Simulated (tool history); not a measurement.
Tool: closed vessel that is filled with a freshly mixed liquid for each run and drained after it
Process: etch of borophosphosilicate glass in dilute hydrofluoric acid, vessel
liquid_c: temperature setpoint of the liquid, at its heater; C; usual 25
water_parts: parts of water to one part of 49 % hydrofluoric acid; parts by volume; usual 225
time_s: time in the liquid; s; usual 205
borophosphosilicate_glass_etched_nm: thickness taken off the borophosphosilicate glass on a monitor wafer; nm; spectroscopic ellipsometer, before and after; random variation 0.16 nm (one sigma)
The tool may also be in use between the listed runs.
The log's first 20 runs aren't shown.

run	hour	liquid_c	water_parts	time_s	read-back film thickness of the borophosphosilicate glass reference wafer, read on the same gauge (nm)	borophosphosilicate_glass_etched_nm
21	1375.1	28.5	265	255	80.01	29.97
22	1454.6	27	320	255	80.03	22.46
23	1522.8	25	225	205	80	26.01
24	1588.1	23	270	315	79.97	29.66
# hour 1682.3: thermometer replaced
25	1683.1	29	290	140	79.98	15.05
26	1730	25	225	205	80.02	26.62
27	1812.1	25	325	265	80.05	21.46
28	1904.7	25	225	205	80	26.72
29	1953.5	22.5	185	280	79.98	41.35
30	2041.2	26.5	225	205	79.98	28.03

Forecast each of these 5 alternatives for the next run:
A	2041.9	25	225	170	?	?
B	2041.9	25	335	120	?	?
C	2041.9	25	325	305	?	?
D	2041.9	29	275	100	?	?
E	2041.9	21.5	125	120	?	?

run	read-back film thickness of the borophosphosilicate glass reference wafer, read on the same gauge (nm)	borophosphosilicate_glass_etched_nm
A	80.01	21.91
B	80.01	9.3
C	80.01	24.59
D	80.01	11.47
E	80.01	27.16
Without the tool's hidden state the same runs would have given:
run	borophosphosilicate_glass_etched_nm
A	22.11
B	9.37
C	24.8
D	11.57
E	27.43

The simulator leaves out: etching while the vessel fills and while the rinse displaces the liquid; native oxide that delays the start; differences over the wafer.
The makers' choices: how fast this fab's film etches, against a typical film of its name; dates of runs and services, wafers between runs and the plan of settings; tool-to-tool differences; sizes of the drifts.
